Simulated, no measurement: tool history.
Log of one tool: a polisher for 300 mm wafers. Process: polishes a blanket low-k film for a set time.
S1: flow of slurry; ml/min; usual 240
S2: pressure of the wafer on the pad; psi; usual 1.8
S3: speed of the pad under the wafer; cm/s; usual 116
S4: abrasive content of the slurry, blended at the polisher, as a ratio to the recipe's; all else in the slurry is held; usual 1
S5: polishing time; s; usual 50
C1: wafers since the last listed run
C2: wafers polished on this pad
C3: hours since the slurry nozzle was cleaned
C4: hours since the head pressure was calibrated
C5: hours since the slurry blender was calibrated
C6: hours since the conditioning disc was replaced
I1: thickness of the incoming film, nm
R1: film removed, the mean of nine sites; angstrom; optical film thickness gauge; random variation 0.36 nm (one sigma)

run 1 hour=0 | S1=240 S2=1.8 S3=116 S4=1 S5=50 | C1=0 C2=154 C3=87.1 C4=384.9 C5=51.6 C6=99 | I1=646.8 | R1=255
run 2 hour=32 | S1=240 S2=1.8 S3=116 S4=1 S5=50 | C1=400 C2=554 C3=119.1 C4=416.9 C5=83.6 C6=131 | I1=649.7 | R1=251
run 3 hour=44.1 | S1=240 S2=1.8 S3=116 S4=1 S5=50 | C1=151 C2=705 C3=131.2 C4=429 C5=95.7 C6=143.1 | I1=638.8 | R1=251
run 4 hour=61 | S1=175 S2=1.8 S3=116 S4=0.8 S5=50 | C1=211 C2=917 C3=148.1 C4=445.9 C5=112.6 C6=160 | I1=640.1 | R1=215
-- hour=74.8 slurry blender recalibrated
run 5 hour=75.8 | S1=175 S2=1.8 S3=116 S4=0.8 S5=50 | C1=160 C2=1077 C3=162.9 C4=460.7 C5=1 C6=174.8 | I1=639.7 | R1=215
-- hour=109.6 worn pad replaced by a new one
run 6 hour=110.1 | S1=240 S2=1.8 S3=116 S4=1 S5=50 | C1=378 C2=6 C3=197.2 C4=495 C5=35.3 C6=209.1 | I1=652.2 | R1=263
-- hour=113.8 conditioning disc replaced and pad reconditioned
run 7 hour=141.7 | S1=285 S2=1.8 S3=116 S4=1 S5=50 | C1=370 C2=376 C3=228.8 C4=526.6 C5=66.9 C6=27.9 | I1=658.4 | R1=266
run 8 hour=155.6 | S1=285 S2=1.8 S3=116 S4=1 S5=50 | C1=173 C2=550 C3=242.7 C4=540.5 C5=80.8 C6=41.8 | I1=657.2 | R1=259
-- hour=181.7 slurry nozzle cleaned
run 9 hour=182.4 | S1=185 S2=1.8 S3=116 S4=1 S5=50 | C1=322 C2=873 C3=0.7 C4=567.3 C5=107.6 C6=68.6 | I1=644.8 | R1=244
-- hour=201.2 slurry blender recalibrated
run 10 hour=231.8 | S1=185 S2=1.8 S3=116 S4=1 S5=50 | C1=592 C2=1465 C3=50.1 C4=616.7 C5=30.6 C6=118 | I1=645.2 | R1=218
-- hour=248.8 worn pad replaced by a new one
run 11 hour=252.2 | S1=185 S2=1.8 S3=116 S4=1 S5=50 | C1=205 C2=42 C3=70.5 C4=637.1 C5=51 C6=138.4 | I1=646.1 | R1=254
run 12 hour=277.4 | S1=240 S2=1.8 S3=116 S4=1 S5=50 | C1=315 C2=357 C3=95.7 C4=662.3 C5=76.2 C6=163.6 | I1=643.5 | R1=265
run 13 hour=304.4 | S1=240 S2=1.8 S3=116 S4=1 S5=50 | C1=337 C2=695 C3=122.7 C4=689.3 C5=103.2 C6=190.6 | I1=652.2 | R1=264
-- hour=329.1 slurry blender recalibrated
run 14 hour=338.5 | S1=240 S2=2 S3=116 S4=1 S5=50 | C1=401 C2=1096 C3=156.8 C4=723.4 C5=9.4 C6=224.7 | I1=658.3 | R1=283
run 15 hour=357.8 | S1=240 S2=1.8 S3=116 S4=1 S5=50 | C1=241 C2=1338 C3=176.1 C4=742.7 C5=28.7 C6=244 | I1=654 | R1=252
-- hour=372.5 worn pad replaced by a new one
-- hour=381.5 conditioning disc replaced and pad reconditioned
run 16 hour=425.5 | S1=240 S2=1.8 S3=100 S4=1.2 S5=65 | C1=771 C2=637 C3=243.8 C4=810.4 C5=96.4 C6=44 | I1=655.7 | R1=326
run 17 hour=455.9 | S1=240 S2=2.2 S3=90 S4=1 S5=64 | C1=380 C2=1017 C3=274.2 C4=840.8 C5=126.8 C6=74.4 | I1=647.5 | R1=329
-- hour=461.4 head pressure recalibrated
-- hour=462.7 slurry blender recalibrated
-- hour=465.1 slurry nozzle cleaned
run 18 hour=483 | S1=270 S2=1.8 S3=116 S4=1.3 S5=50 | C1=284 C2=1302 C3=17.9 C4=21.6 C5=20.3 C6=101.5 | I1=659.1 | R1=247
-- hour=504.8 worn pad replaced by a new one
run 19 hour=505.3 | S1=240 S2=1.6 S3=116 S4=1 S5=35 | C1=228 C2=6 C3=40.2 C4=43.9 C5=42.6 C6=123.8 | I1=657.7 | R1=154
run 20 hour=531.9 | S1=180 S2=1.8 S3=144 S4=1 S5=50 | C1=332 C2=339 C3=66.8 C4=70.5 C5=69.2 C6=150.4 | I1=639.4 | R1=275
run 21 hour=554.5 | S1=240 S2=1.4 S3=128 S4=1 S5=50 | C1=282 C2=621 C3=89.4 C4=93.1 C5=91.8 C6=173 | I1=641.5 | R1=202
run 22 hour=588.2 | S1=240 S2=1.8 S3=116 S4=0.9 S5=50 | C1=421 C2=1043 C3=123.1 C4=126.8 C5=125.5 C6=206.7 | I1=657.3 | R1=233
run 23 hour=607.1 | S1=180 S2=2.3 S3=116 S4=1 S5=39 | C1=236 C2=1279 C3=142 C4=145.7 C5=144.4 C6=225.6 | I1=644.5 | R1=222
-- hour=609.9 slurry blender recalibrated
run 24 hour=619.4 | S1=240 S2=1.4 S3=98 S4=1 S5=50 | C1=128 C2=1408 C3=154.3 C4=158 C5=9.5 C6=237.9 | I1=655.2 | R1=157
-- hour=646.6 conditioning disc replaced and pad reconditioned
run 25 hour=647.1 | S1=240 S2=1.8 S3=116 S4=1 S5=50 | C1=321 C2=1729 C3=182 C4=185.7 C5=37.2 C6=0.5 | I1=657.3 | R1=217
-- hour=655.7 worn pad replaced by a new one
run 26 hour=658 | S1=240 S2=1.8 S3=116 S4=1.25 S5=59 | C1=86 C2=28 C3=192.9 C4=196.6 C5=48.1 C6=11.4 | I1=660.5 | R1=313

Forecast each of these 3 alternatives for the next run:
run A hour=658.4 | S1=240 S2=1.8 S3=116 S4=1 S5=50 | C1=5 C2=33 C3=193.3 C4=197 C5=48.5 C6=11.8 | I1=657.2 | R1=?
run B hour=658.4 | S1=240 S2=2.1 S3=152 S4=1.1 S5=50 | C1=5 C2=33 C3=193.3 C4=197 C5=48.5 C6=11.8 | I1=657.2 | R1=?
run C hour=658.4 | S1=240 S2=1.8 S3=150 S4=1 S5=50 | C1=5 C2=33 C3=193.3 C4=197 C5=48.5 C6=11.8 | I1=657.2 | R1=?

run=A R1=250
run=B R1=369
run=C R1=303
Without the tool's hidden state the same runs would have given:
run=A R1=256
run=B R1=378
run=C R1=310
